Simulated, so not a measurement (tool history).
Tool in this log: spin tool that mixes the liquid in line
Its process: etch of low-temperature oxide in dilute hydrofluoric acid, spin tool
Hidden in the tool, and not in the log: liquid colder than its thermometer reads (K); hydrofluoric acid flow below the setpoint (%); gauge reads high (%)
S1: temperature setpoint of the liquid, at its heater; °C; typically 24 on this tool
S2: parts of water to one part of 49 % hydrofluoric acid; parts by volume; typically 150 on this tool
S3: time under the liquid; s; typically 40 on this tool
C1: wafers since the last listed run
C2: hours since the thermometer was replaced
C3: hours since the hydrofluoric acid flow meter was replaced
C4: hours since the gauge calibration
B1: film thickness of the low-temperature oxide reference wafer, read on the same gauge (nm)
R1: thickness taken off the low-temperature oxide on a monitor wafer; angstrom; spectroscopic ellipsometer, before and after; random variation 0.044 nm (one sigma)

run,hour,S1,S2,S3,C1,C2,C3,C4,B1,R1
1,0,21,150,40,0,406.7,1756.7,1838.1,50.02,73.1
2,38.6,21,150,40,590,445.3,1795.3,1876.7,50.07,73.1
3,142,22,150,40,1582,548.7,1898.7,1980.1,50.05,76.3
4,314.7,22,150,40,2642,721.4,2071.4,2152.8,50,74.7
5,404.5,22,150,40,1374,811.2,2161.2,2242.6,50,75.5
6,451.1,22.5,150,40,713,857.8,2207.8,2289.2,49.99,76.7
7,523.5,22.5,150,40,1107,930.2,2280.2,2361.6,50.01,77.1
8,593.7,22.5,150,40,1074,1000.4,2350.4,2431.8,49.98,76.9
9,668.8,24,150,40,1149,1075.5,2425.5,2506.9,49.99,81.3
10,903.2,24,150,40,3587,1309.9,2659.9,2741.3,50.04,80.3
11,979.2,24,150,40,1163,1385.9,2735.9,2817.3,49.98,80.4
# hour 1003.7: hydrofluoric acid flow meter replaced
12,1053.9,24,150,40,1127,1460.6,50.2,2892,50.04,79.4
# hour 1098.2: gauge calibrated
13,1125.4,29,85,20,1094,1532.1,121.7,27.2,49.98,92.8
14,1191.7,24,150,40,1014,1598.4,188,93.5,50.01,80
# hour 1215.4: thermometer replaced
15,1271.4,24,150,40,1204,56,267.7,173.2,50.07,82.9
16,1321,24,85,40,759,105.6,317.3,222.8,50.01,158.7
17,1390.4,24,150,40,1062,175,386.7,292.2,49.99,82.7
18,1444.9,24,150,40,834,229.5,441.2,346.7,50.01,82.5
19,1645.4,26.5,210,25,3068,430,641.7,547.2,49.99,37.5
20,1739.1,20,95,60,1433,523.7,735.4,640.9,50,175.6
21,1827.5,24,180,40,1352,612.1,823.8,729.3,49.96,65.8
22,2000.8,24,150,30,2652,785.4,997.1,902.6,50.03,61.3
23,2037.1,26,120,40,555,821.7,1033.4,938.9,49.98,114.4
24,2270,24,150,25,3564,1054.6,1266.3,1171.8,49.99,50.1

Below are 3 alternative next runs, each starting from the tool's condition after run 24. Predict each:
A,2270.4,24,150,40,6,1055,1266.7,1172.2,?,?
B,2270.4,22.5,150,60,6,1055,1266.7,1172.2,?,?
C,2270.4,24,75,40,6,1055,1266.7,1172.2,?,?

run,B1,R1
A,49.98,81.3
B,49.98,115
C,49.98,177.7
With no hidden state in the tool, these same runs would have given:
run,R1
A,84
B,118.9
C,183.9
